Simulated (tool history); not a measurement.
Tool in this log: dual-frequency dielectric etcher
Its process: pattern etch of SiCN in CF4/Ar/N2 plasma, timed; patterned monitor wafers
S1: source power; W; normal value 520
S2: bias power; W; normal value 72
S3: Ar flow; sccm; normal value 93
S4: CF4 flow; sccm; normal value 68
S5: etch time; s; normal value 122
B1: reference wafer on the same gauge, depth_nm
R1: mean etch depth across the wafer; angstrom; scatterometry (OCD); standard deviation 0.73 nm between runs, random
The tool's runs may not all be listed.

| run | hour | S1 | S2 | S3 | S4 | S5 | B1 | R1 |
|---|---|---|---|---|---|---|---|---|
| 1 | 0 | 520 | 72 | 93 | 68 | 93 | 150 | 1020 |
| 2 | 101.9 | 520 | 72 | 93 | 68 | 93 | 150.1 | 1022 |
| 3 | 148.3 | 620 | 72 | 93 | 68 | 122 | 150 | 1609 |
| 4 | 211.9 | 620 | 72 | 93 | 68 | 122 | 150.1 | 1615 |
| 5 | 265.5 | 520 | 81 | 93 | 68 | 122 | 150 | 1392 |
| 6 | 330.5 | 520 | 72 | 93 | 68 | 122 | 150 | 1340 |
| 7 | 440.1 | 560 | 72 | 93 | 68 | 122 | 150.1 | 1431 |
| 8 | 490.3 | 560 | 72 | 93 | 68 | 122 | 150.1 | 1445 |
| 9 | 635.3 | 520 | 63 | 93 | 68 | 122 | 149.9 | 1279 |
| 10 | 669.8 | 590 | 72 | 109 | 68 | 122 | 150 | 1479 |
| 11 | 739.1 | 520 | 72 | 93 | 68 | 111.5 | 149.8 | 1221 |
| 12 | 832 | 470 | 72 | 77 | 80 | 131.5 | 150 | 1367 |
| 13 | 938.8 | 520 | 72 | 93 | 68 | 122 | 149.8 | 1346 |
| 14 | 987.9 | 520 | 72 | 102 | 68 | 122 | 150.3 | 1298 |
| 15 | 1046.8 | 520 | 72 | 101 | 68 | 110.5 | 150 | 1184 |
| 16 | 1140.9 | 520 | 72 | 93 | 68 | 122 | 149.9 | 1331 |
| 17 | 1258 | 520 | 72 | 93 | 68 | 153.5 | 150.1 | 1664 |
| 18 | 1506.2 | 520 | 72 | 93 | 68 | 122 | 150.1 | 1341 |
| 19 | 1604.4 | 520 | 72 | 93 | 68 | 148 | 150 | 1625 |
| 20 | 1701.6 | 520 | 90 | 115 | 68 | 122 | 150.1 | 1370 |
| 21 | 1772.3 | 400 | 81 | 93 | 68 | 122 | 150.1 | 1050 |

Put back what was entered between runs (8 entries, withheld): which listed runs does each sit between, and how does the hidden state differ from the listed run before to the listed run after?
From run 4 to run 5: CF4 flow controller replaced (hour 265)
  no difference in the tool's unlogged condition between these two runs
From run 5 to run 6: gauge calibrated (hour 270)
  no difference in the tool's unlogged condition between these two runs
From run 6 to run 7: Ar flow controller replaced (hour 360.1); bias power generator calibrated (hour 439.6)
  no difference in the tool's unlogged condition between these two runs
From run 8 to run 9: wet clean of the chamber (hour 634.8)
  no difference in the tool's unlogged condition between these two runs
From run 14 to run 15: source power generator calibrated (hour 1035.8)
  no difference in the tool's unlogged condition between these two runs
From run 15 to run 16: upper electrode replaced (hour 1105)
  no difference in the tool's unlogged condition between these two runs
From run 16 to run 17: wet clean of the chamber (hour 1257.5)
  no difference in the tool's unlogged condition between these two runs
